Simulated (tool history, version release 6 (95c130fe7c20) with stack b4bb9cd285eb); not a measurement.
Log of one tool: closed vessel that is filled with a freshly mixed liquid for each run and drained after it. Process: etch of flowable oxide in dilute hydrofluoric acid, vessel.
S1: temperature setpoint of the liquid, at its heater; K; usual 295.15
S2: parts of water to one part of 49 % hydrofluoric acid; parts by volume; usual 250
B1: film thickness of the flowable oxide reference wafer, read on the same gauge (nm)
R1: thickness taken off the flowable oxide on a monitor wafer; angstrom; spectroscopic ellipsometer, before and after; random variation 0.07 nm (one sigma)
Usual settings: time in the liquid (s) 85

run 1 day=0 | S1=293.65 S2=250 time_in_the_liquid_(s)=85 | B1=40 | R1=93
run 2 day=3.908 | S1=293.65 S2=250 time_in_the_liquid_(s)=85 | B1=40.01 | R1=94.7
-- day=4.625 thermometer replaced
run 3 day=7.067 | S1=295.15 S2=250 time_in_the_liquid_(s)=85 | B1=40 | R1=91.6
run 4 day=10.346 | S1=295.15 S2=250 time_in_the_liquid_(s)=85 | B1=39.99 | R1=91.5
run 5 day=14.354 | S1=295.15 S2=250 time_in_the_liquid_(s)=85 | B1=39.99 | R1=92.1
run 6 day=17.033 | S1=295.15 S2=250 time_in_the_liquid_(s)=85 | B1=39.99 | R1=92.3
run 7 day=21.029 | S1=295.15 S2=250 time_in_the_liquid_(s)=85 | B1=39.99 | R1=93.6
run 8 day=29.021 | S1=295.15 S2=165 time_in_the_liquid_(s)=85 | B1=40 | R1=155.9
run 9 day=31.533 | S1=292.65 S2=300 time_in_the_liquid_(s)=85 | B1=40 | R1=67.9
run 10 day=34.433 | S1=292.65 S2=300 time_in_the_liquid_(s)=85 | B1=40.01 | R1=68.6
run 11 day=37.875 | S1=292.65 S2=300 time_in_the_liquid_(s)=85 | B1=39.98 | R1=69
-- day=40.633 thermometer replaced
run 12 day=41.521 | S1=298.65 S2=250 time_in_the_liquid_(s)=85 | B1=40.03 | R1=100.3
-- day=42.638 gauge calibrated
run 13 day=44.212 | S1=295.15 S2=250 time_in_the_liquid_(s)=85 | B1=39.99 | R1=88.1
run 14 day=46.808 | S1=295.15 S2=250 time_in_the_liquid_(s)=85 | B1=40.02 | R1=90
run 15 day=50.117 | S1=295.15 S2=250 time_in_the_liquid_(s)=85 | B1=40.02 | R1=88
-- day=50.625 hydrofluoric acid flow meter replaced
run 16 day=54.038 | S1=295.15 S2=250 time_in_the_liquid_(s)=85 | B1=39.99 | R1=93.9
run 17 day=57.308 | S1=297.15 S2=355 time_in_the_liquid_(s)=70 | B1=40 | R1=53.5
run 18 day=59.642 | S1=293.65 S2=145 time_in_the_liquid_(s)=60 | B1=39.99 | R1=122.5
run 19 day=63.838 | S1=292.15 S2=285 time_in_the_liquid_(s)=85 | B1=39.99 | R1=73.8
run 20 day=67.475 | S1=298.15 S2=355 time_in_the_liquid_(s)=85 | B1=40 | R1=68
-- day=68.517 thermometer replaced
run 21 day=69.062 | S1=295.15 S2=250 time_in_the_liquid_(s)=85 | B1=39.99 | R1=90.5
run 22 day=72.308 | S1=295.15 S2=250 time_in_the_liquid_(s)=85 | B1=39.97 | R1=91
run 23 day=75.196 | S1=295.15 S2=250 time_in_the_liquid_(s)=85 | B1=39.97 | R1=91.2
run 24 day=78.217 | S1=295.15 S2=250 time_in_the_liquid_(s)=85 | B1=39.98 | R1=91.6
run 25 day=82.571 | S1=290.65 S2=300 time_in_the_liquid_(s)=50 | B1=39.98 | R1=36.9
run 26 day=84.346 | S1=295.15 S2=250 time_in_the_liquid_(s)=85 | B1=40.01 | R1=92.7
run 27 day=88.008 | S1=293.15 S2=250 time_in_the_liquid_(s)=85 | B1=40.03 | R1=86.8
-- day=95.442 hydrofluoric acid flow meter replaced
run 28 day=95.721 | S1=290.65 S2=250 time_in_the_liquid_(s)=85 | B1=39.98 | R1=83.1
run 29 day=99.05 | S1=292.15 S2=250 time_in_the_liquid_(s)=85 | B1=40 | R1=88.8
-- day=100.412 thermometer replaced
run 30 day=100.6 | S1=295.15 S2=340 time_in_the_liquid_(s)=85 | B1=40 | R1=62.1
run 31 day=104.821 | S1=295.15 S2=125 time_in_the_liquid_(s)=110 | B1=40 | R1=274.4
run 32 day=107.188 | S1=299.65 S2=290 time_in_the_liquid_(s)=130 | B1=40 | R1=136.8

3 ways to go on from here, each from the tool as it stands after run 32. What would each give?
run A day=107.217 | S1=296.65 S2=250 time_in_the_liquid_(s)=85 | B1=? | R1=?
run B day=107.217 | S1=299.65 S2=370 time_in_the_liquid_(s)=85 | B1=? | R1=?
run C day=107.217 | S1=295.15 S2=285 time_in_the_liquid_(s)=85 | B1=? | R1=?

run=A B1=39.99 R1=97.9
run=B B1=39.99 R1=64.9
run=C B1=39.99 R1=78.6
Without the tool's hidden state the same runs would have given:
run=A R1=97.1
run=B R1=64.6
run=C R1=78
